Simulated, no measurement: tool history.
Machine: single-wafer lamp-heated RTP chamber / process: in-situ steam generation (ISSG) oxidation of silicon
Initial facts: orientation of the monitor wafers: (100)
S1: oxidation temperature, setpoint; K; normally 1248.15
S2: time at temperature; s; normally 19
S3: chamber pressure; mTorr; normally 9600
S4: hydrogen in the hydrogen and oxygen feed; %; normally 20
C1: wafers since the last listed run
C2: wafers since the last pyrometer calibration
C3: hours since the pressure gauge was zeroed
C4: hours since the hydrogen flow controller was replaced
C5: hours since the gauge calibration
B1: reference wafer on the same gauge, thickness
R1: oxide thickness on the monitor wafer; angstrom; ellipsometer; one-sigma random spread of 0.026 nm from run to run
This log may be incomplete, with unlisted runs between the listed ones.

run	hour	S1	S2	S3	S4	C1	C2	C3	C4	C5	B1	R1
1	0.0	1248.15	19	9600	22	0	6869	3577.5	1152.5	1384.5	4.296	46.22
2	41.6	1260.15	16	9600	20	715	7585	3619.1	1194.1	1426.1	4.303	44.08
# hour 101.9: pyrometer window cleaned and pyrometer calibrated
3	185.4	1260.15	16	9600	20	2336	1436	3762.9	1337.9	1569.9	4.294	42.45
4	250.1	1260.15	16	9600	20	1113	2549	3827.6	1402.6	1634.6	4.303	43.69
5	465.7	1238.15	19	10000	20	3709	6258	4043.2	1618.2	1850.2	4.299	43.50
# hour 536.3: pyrometer window cleaned and pyrometer calibrated
6	536.8	1248.15	19	9600	20	1085	7	4114.3	1689.3	1921.3	4.304	44.37
7	597.1	1248.15	19	9600	20	1037	1045	4174.6	1749.6	1981.6	4.299	44.35
8	631.4	1248.15	19	9600	20	590	1635	4208.9	1783.9	2015.9	4.294	44.17
9	657.3	1248.15	19	9600	23	445	2081	4234.8	1809.8	2041.8	4.303	46.29
10	713.3	1248.15	19	9600	20	963	3044	4290.8	1865.8	2097.8	4.292	44.63
11	880.0	1248.15	19	9600	20	2868	5912	4457.5	2032.5	2264.5	4.293	45.41
# hour 897.5: hydrogen flow controller replaced
12	907.2	1248.15	19	9600	20	330	6243	4484.7	9.7	2291.7	4.301	45.26
13	950.9	1248.15	22	9600	28	751	6995	4528.4	53.4	2335.4	4.305	52.96
# hour 984.0: pyrometer window cleaned and pyrometer calibrated
14	1005.2	1248.15	19	8100	20	796	364	4582.7	107.7	2389.7	4.306	44.74
15	1047.8	1248.15	14	8600	20	732	1097	4625.3	150.3	2432.3	4.299	39.19
16	1080.4	1248.15	19	9600	20	560	1658	4657.9	182.9	2464.9	4.304	44.59
# hour 1089.8: gauge calibrated
17	1106.9	1248.15	19	9600	20	455	2114	4684.4	209.4	17.1	4.305	44.55
18	1165.2	1261.15	25	8400	15	1003	3117	4742.7	267.7	75.4	4.300	50.24
# hour 1208.4: pressure gauge zeroed
19	1208.9	1230.15	27	9100	12	614	3731	0.5	311.4	119.1	4.303	44.63
20	1268.6	1256.15	19	9600	20	1027	4758	60.2	371.1	178.8	4.300	46.67
21	1316.7	1248.15	25	9600	20	827	5586	108.3	419.2	226.9	4.302	51.91
22	1348.3	1248.15	19	9600	28	543	6130	139.9	450.8	258.5	4.298	48.95
23	1380.5	1248.15	19	9600	20	554	6684	172.1	483.0	290.7	4.306	45.69
# hour 1425.8: pyrometer window cleaned and pyrometer calibrated
24	1448.9	1266.15	17	9600	20	1039	397	240.5	551.4	359.1	4.297	44.30
25	1519.1	1234.15	19	9600	11	1207	1605	310.7	621.6	429.3	4.298	37.31
26	1577.1	1248.15	23	9600	20	997	2603	368.7	679.6	487.3	4.299	48.18
27	1786.6	1257.15	23	9600	11	3604	6208	578.2	889.1	696.8	4.302	45.14
28	1818.2	1248.15	19	9600	20	543	6752	609.8	920.7	728.4	4.298	44.92
29	1866.3	1248.15	19	9600	20	827	7579	657.9	968.8	776.5	4.296	45.60
# hour 1903.3: pyrometer window cleaned and pyrometer calibrated
30	1906.5	1260.15	16	9600	20	554	54	698.1	1009.0	816.7	4.300	42.76
31	1960.5	1248.15	19	9600	20	929	983	752.1	1063.0	870.7	4.300	44.28

Hidden condition of the tool, last listed run before each entry between runs versus first listed run after:
Logged between run 2 and run 3: pyrometer window cleaned and pyrometer calibrated (hour 101.9)
  true wafer temperature minus pyrometer reading, K: 10.5 -> 2.36
  measured less the result without the state, R1: +1.65 -> +0.35 angstrom
Logged between run 5 and run 6: pyrometer window cleaned and pyrometer calibrated (hour 536.3)
  true wafer temperature minus pyrometer reading, K: 8.38 -> 1.72
  measured less the result without the state, R1: +1.18 -> +0.26 angstrom
Logged between run 11 and run 12: hydrogen flow controller replaced (hour 897.5)
  true wafer temperature minus pyrometer reading, K: 9.1 -> 9.68
  measured less the result without the state, R1: +1.43 -> +1.52 angstrom
Logged between run 13 and run 14: pyrometer window cleaned and pyrometer calibrated (hour 984.0)
  true wafer temperature minus pyrometer reading, K: 10.6 -> 2.09
  measured less the result without the state, R1: +2.05 -> +0.32 angstrom
Logged between run 16 and run 17: gauge calibrated (hour 1089.8)
  true wafer temperature minus pyrometer reading, K: 3.71 -> 4.28
  measured less the result without the state, R1: +0.56 -> +0.65 angstrom
Logged between run 18 and run 19: pressure gauge zeroed (hour 1208.4)
  true wafer temperature minus pyrometer reading, K: 5.53 -> 6.47
  measured less the result without the state, R1: +1.12 -> +0.98 angstrom
Logged between run 23 and run 24: pyrometer window cleaned and pyrometer calibrated (hour 1425.8)
  true wafer temperature minus pyrometer reading, K: 10.2 -> 0.629
  measured less the result without the state, R1: +1.61 -> +0.10 angstrom
Logged between run 29 and run 30: pyrometer window cleaned and pyrometer calibrated (hour 1903.3)
  true wafer temperature minus pyrometer reading, K: 9.6 -> 0.717
  measured less the result without the state, R1: +1.52 -> +0.11 angstrom
